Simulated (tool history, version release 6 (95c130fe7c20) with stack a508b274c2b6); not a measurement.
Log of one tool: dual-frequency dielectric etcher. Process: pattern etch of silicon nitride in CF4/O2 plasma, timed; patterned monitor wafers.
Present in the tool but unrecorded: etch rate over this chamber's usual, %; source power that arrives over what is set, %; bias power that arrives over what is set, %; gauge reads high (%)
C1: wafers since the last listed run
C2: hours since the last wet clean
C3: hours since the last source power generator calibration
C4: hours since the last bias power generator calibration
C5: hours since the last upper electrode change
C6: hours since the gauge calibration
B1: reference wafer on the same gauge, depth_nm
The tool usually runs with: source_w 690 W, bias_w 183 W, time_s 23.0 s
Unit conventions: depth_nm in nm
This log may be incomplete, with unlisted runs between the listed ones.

Run 1, day 0.000: usual settings but time_s 19.0 s; C1 0; C2 83.1; C3 3012.2; C4 3089.2; C5 2620.2; C6 395.3; B1 49.8. Result: depth_nm 50.7 nm.
Run 2, day 0.592: usual settings but time_s 19.0 s; C1 334; C2 97.3; C3 3026.4; C4 3103.4; C5 2634.4; C6 409.5; B1 49.8. Result: depth_nm 50.3 nm.
Run 3, day 1.971: usual settings but time_s 19.0 s; C1 778; C2 130.4; C3 3059.5; C4 3136.5; C5 2667.5; C6 442.6; B1 49.8. Result: depth_nm 50.1 nm.
Run 4, day 2.975: usual settings; C1 566; C2 154.5; C3 3083.6; C4 3160.6; C5 2691.6; C6 466.7; B1 49.8. Result: depth_nm 60.4 nm.
Run 5, day 4.208: usual settings; C1 696; C2 184.1; C3 3113.2; C4 3190.2; C5 2721.2; C6 496.3; B1 49.8. Result: depth_nm 60.6 nm.
Run 6, day 5.250: usual settings; C1 588; C2 209.1; C3 3138.2; C4 3215.2; C5 2746.2; C6 521.3; B1 49.8. Result: depth_nm 60.5 nm.
Run 7, day 6.450: usual settings but source_w 770 W; C1 677; C2 237.9; C3 3167.0; C4 3244.0; C5 2775.0; C6 550.1; B1 49.8. Result: depth_nm 63.8 nm.
Run 8, day 7.354: usual settings but source_w 770 W; C1 510; C2 259.6; C3 3188.7; C4 3265.7; C5 2796.7; C6 571.8; B1 49.8. Result: depth_nm 64.1 nm.
Run 9, day 7.896: usual settings but source_w 770 W; C1 305; C2 272.6; C3 3201.7; C4 3278.7; C5 2809.7; C6 584.8; B1 49.8. Result: depth_nm 64.0 nm.
Run 10, day 8.583: usual settings; C1 388; C2 289.1; C3 3218.2; C4 3295.2; C5 2826.2; C6 601.3; B1 49.8. Result: depth_nm 60.2 nm.
Run 11, day 9.283: usual settings; C1 395; C2 305.9; C3 3235.0; C4 3312.0; C5 2843.0; C6 618.1; B1 49.7. Result: depth_nm 60.0 nm.
Run 12, day 9.971: usual settings but bias_w 162 W; C1 388; C2 322.4; C3 3251.5; C4 3328.5; C5 2859.5; C6 634.6; B1 49.8. Result: depth_nm 57.1 nm.
Run 13, day 10.742: usual settings but source_w 770 W, bias_w 146 W; C1 435; C2 340.9; C3 3270.0; C4 3347.0; C5 2878.0; C6 653.1; B1 49.7. Result: depth_nm 57.7 nm.
At day 12.642: wet clean of the chamber.
Run 14, day 12.662: usual settings but source_w 570 W, bias_w 214 W, time_s 18.0 s; C1 519; C2 0.5; C3 3316.1; C4 3393.1; C5 2924.1; C6 699.2; B1 49.8. Result: depth_nm 46.2 nm.
At day 13.817: upper electrode replaced.
Run 15, day 13.838: usual settings but bias_w 138 W; C1 98; C2 28.7; C3 3344.3; C4 3421.3; C5 0.5; C6 727.4; B1 49.8. Result: depth_nm 53.8 nm.
Run 16, day 13.854: usual settings but source_w 820 W, bias_w 139 W, time_s 29.5 s; C1 9; C2 29.1; C3 3344.7; C4 3421.7; C5 0.9; C6 727.8; B1 49.8. Result: depth_nm 76.4 nm.
At day 13.862: gauge calibrated.
At day 14.738: bias power generator calibrated.
At day 15.388: source power generator calibrated.
Run 17, day 15.408: usual settings but source_w 770 W, bias_w 196 W, time_s 29.0 s; C1 689; C2 66.4; C3 0.5; C4 16.1; C5 38.2; C6 37.1; B1 49.8. Result: depth_nm 83.6 nm.
Run 18, day 16.350: usual settings but bias_w 160 W; C1 531; C2 89.0; C3 23.1; C4 38.7; C5 60.8; C6 59.7; B1 49.8. Result: depth_nm 57.4 nm.
Run 19, day 17.079: usual settings; C1 411; C2 106.5; C3 40.6; C4 56.2; C5 78.3; C6 77.2; B1 49.9. Result: depth_nm 60.8 nm.
Run 20, day 17.712: usual settings; C1 357; C2 121.7; C3 55.8; C4 71.4; C5 93.5; C6 92.4; B1 49.8. Result: depth_nm 60.6 nm.
Run 21, day 18.525: usual settings but source_w 600 W, bias_w 206 W, time_s 20.5 s; C1 458; C2 141.2; C3 75.3; C4 90.9; C5 113.0; C6 111.9; B1 49.8. Result: depth_nm 53.0 nm.
Run 22, day 19.142: usual settings; C1 348; C2 156.0; C3 90.1; C4 105.7; C5 127.8; C6 126.7; B1 49.8. Result: depth_nm 60.6 nm.
Run 23, day 20.604: usual settings; C1 825; C2 191.1; C3 125.2; C4 140.8; C5 162.9; C6 161.8; B1 49.8. Result: depth_nm 60.1 nm.
Run 24, day 21.625: usual settings but source_w 820 W, bias_w 168 W, time_s 16.5 s; C1 576; C2 215.6; C3 149.7; C4 165.3; C5 187.4; C6 186.3; B1 49.8. Result: depth_nm 45.5 nm.
Run 25, day 23.008: usual settings but source_w 620 W, bias_w 228 W, time_s 17.0 s; C1 781; C2 248.8; C3 182.9; C4 198.5; C5 220.6; C6 219.5; B1 49.8. Result: depth_nm 46.4 nm.
Run 26, day 23.617: usual settings but bias_w 148 W, time_s 25.0 s; C1 343; C2 263.4; C3 197.5; C4 213.1; C5 235.2; C6 234.1; B1 49.8. Result: depth_nm 59.8 nm.
Run 27, day 24.788: usual settings but bias_w 170 W, time_s 17.5 s; C1 661; C2 291.5; C3 225.6; C4 241.2; C5 263.3; C6 262.2; B1 49.8. Result: depth_nm 44.5 nm.
Run 28, day 25.846: usual settings but bias_w 158 W; C1 597; C2 316.9; C3 251.0; C4 266.6; C5 288.7; C6 287.6; B1 49.8. Result: depth_nm 55.9 nm.
Run 29, day 26.800: usual settings but source_w 850 W, bias_w 148 W, time_s 18.0 s; C1 538; C2 339.8; C3 273.9; C4 289.5; C5 311.6; C6 310.5; B1 49.8. Result: depth_nm 47.7 nm.
Run 30, day 27.692: usual settings but source_w 750 W, bias_w 160 W, time_s 25.0 s; C1 503; C2 361.2; C3 295.3; C4 310.9; C5 333.0; C6 331.9; B1 49.8. Result: depth_nm 64.1 nm.

Alternative continuations, all from the tool just after run 30; predict every row:
Run A, day 27.708: usual settings but time_s 18.5 s; C1 9; C2 361.6; C3 295.7; C4 311.3; C5 333.4; C6 332.3; B1 ?. Result: depth_nm ?.
Run B, day 27.708: usual settings but source_w 760 W, bias_w 138 W; C1 9; C2 361.6; C3 295.7; C4 311.3; C5 333.4; C6 332.3; B1 ?. Result: depth_nm ?.
Run C, day 27.708: usual settings but bias_w 167 W; C1 9; C2 361.6; C3 295.7; C4 311.3; C5 333.4; C6 332.3; B1 ?. Result: depth_nm ?.
Run D, day 27.708: usual settings but source_w 600 W, time_s 29.0 s; C1 9; C2 361.6; C3 295.7; C4 311.3; C5 333.4; C6 332.3; B1 ?. Result: depth_nm ?.

run    B1  depth_nm
  A  49.8      48.0
  B  49.8      55.5
  C  49.8      57.3
  D  49.8      70.0
Stripped of hidden state, with their random variation kept, the same runs would have yielded:
run  depth_nm
  A      49.1
  B      56.7
  C      58.6
  D      71.6
